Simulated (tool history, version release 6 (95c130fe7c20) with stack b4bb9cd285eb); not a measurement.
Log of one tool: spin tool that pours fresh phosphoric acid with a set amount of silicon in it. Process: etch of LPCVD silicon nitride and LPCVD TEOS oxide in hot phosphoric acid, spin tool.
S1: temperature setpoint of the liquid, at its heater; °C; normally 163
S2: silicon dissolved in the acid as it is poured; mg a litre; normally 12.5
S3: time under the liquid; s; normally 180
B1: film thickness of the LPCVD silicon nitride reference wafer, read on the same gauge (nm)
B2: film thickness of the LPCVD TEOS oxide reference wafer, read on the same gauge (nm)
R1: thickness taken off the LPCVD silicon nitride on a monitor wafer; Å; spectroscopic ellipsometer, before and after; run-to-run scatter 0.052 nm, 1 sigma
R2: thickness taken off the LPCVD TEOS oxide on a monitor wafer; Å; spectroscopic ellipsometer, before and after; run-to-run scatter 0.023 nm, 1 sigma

| run | hour | S1 | S2 | S3 | B1 | B2 | R1 | R2 |
|---|---|---|---|---|---|---|---|---|
| 1 | 0 | 163 | 6.5 | 180 | 150.01 | 129.997 | 160.2 | 9.92 |
| 2 | 30.6 | 163 | 6.5 | 180 | 150.02 | 130.004 | 160.7 | 9.04 |
| 3 | 63.4 | 163 | 12.5 | 180 | 150.05 | 130.006 | 160.4 | 8.58 |
| 4 | 84.6 | 163 | 12.5 | 180 | 149.99 | 129.997 | 160.6 | 8.75 |
| 5 | 98.1 | 163 | 12.5 | 180 | 150.02 | 130.014 | 160.4 | 8.16 |
| 6 | 115.8 | 163 | 12.5 | 180 | 149.97 | 129.99 | 159.9 | 8.46 |
| 7 | 149.5 | 163 | 12.5 | 180 | 150.03 | 129.982 | 160.4 | 8.9 |
| 8 | 177.6 | 163 | 12.5 | 180 | 150.04 | 130.039 | 160.8 | 8.36 |
| 9 | 192 | 163 | 12.5 | 180 | 149.99 | 130.002 | 161 | 8.2 |
|  | 205.1 | heated supply line repaired |
| 10 | 208 | 163 | 12.5 | 180 | 149.97 | 129.986 | 160.5 | 8.37 |
| 11 | 224 | 162 | 15.5 | 180 | 150 | 130.022 | 155.4 | 7.34 |
| 12 | 240 | 162 | 12.5 | 265 | 150 | 129.983 | 228.2 | 12.07 |
|  | 252.8 | thermometer replaced |
| 13 | 258.9 | 162 | 12.5 | 180 | 149.99 | 130.003 | 154.8 | 7.67 |
| 14 | 287.1 | 163 | 6.5 | 180 | 149.99 | 129.99 | 160.2 | 9.44 |
|  | 302.7 | dissolved silicon flow meter replaced |
| 15 | 304.7 | 164.5 | 15.5 | 180 | 149.97 | 129.994 | 168.9 | 8.84 |
| 16 | 332.8 | 165.5 | 3 | 230 | 149.98 | 129.981 | 223.1 | 16.23 |
|  | 362.2 | gauge calibrated |
| 17 | 365.1 | 163 | 12.5 | 180 | 150.02 | 129.982 | 161.4 | 8.48 |
| 18 | 392.2 | 163 | 12.5 | 180 | 149.98 | 130.027 | 160.9 | 8.58 |
| 19 | 409.1 | 164.5 | 15 | 275 | 150.01 | 129.981 | 258.7 | 13.31 |
| 20 | 435.5 | 160.5 | 12.5 | 105 | 149.99 | 130.042 | 86.5 | 4.31 |
| 21 | 470.2 | 163 | 12.5 | 180 | 150.01 | 130.01 | 160.9 | 7.98 |

Forecast each of these 5 alternatives for the next run:
| A | 470.7 | 163 | 12.5 | 180 | ? | ? | ? | ? |
| B | 470.7 | 163 | 8.5 | 90 | ? | ? | ? | ? |
| C | 470.7 | 160.5 | 22 | 95 | ? | ? | ? | ? |
| D | 470.7 | 160.5 | 5 | 255 | ? | ? | ? | ? |
| E | 470.7 | 163 | 20.5 | 245 | ? | ? | ? | ? |

| run | B1 | B2 | R1 | R2 |
|---|---|---|---|---|
| A | 149.97 | 129.995 | 161 | 8.67 |
| B | 149.97 | 129.995 | 80.5 | 4.75 |
| C | 149.97 | 129.995 | 78.2 | 2.96 |
| D | 149.97 | 129.995 | 209.9 | 12.03 |
| E | 149.97 | 129.995 | 219.1 | 9.58 |
Take away the tool's hidden state, keep each run's random variation, and the runs would have read:
| run | R1 | R2 |
|---|---|---|
| A | 161 | 8.67 |
| B | 80.5 | 4.75 |
| C | 78.2 | 2.96 |
| D | 209.9 | 12.03 |
| E | 219.1 | 9.58 |
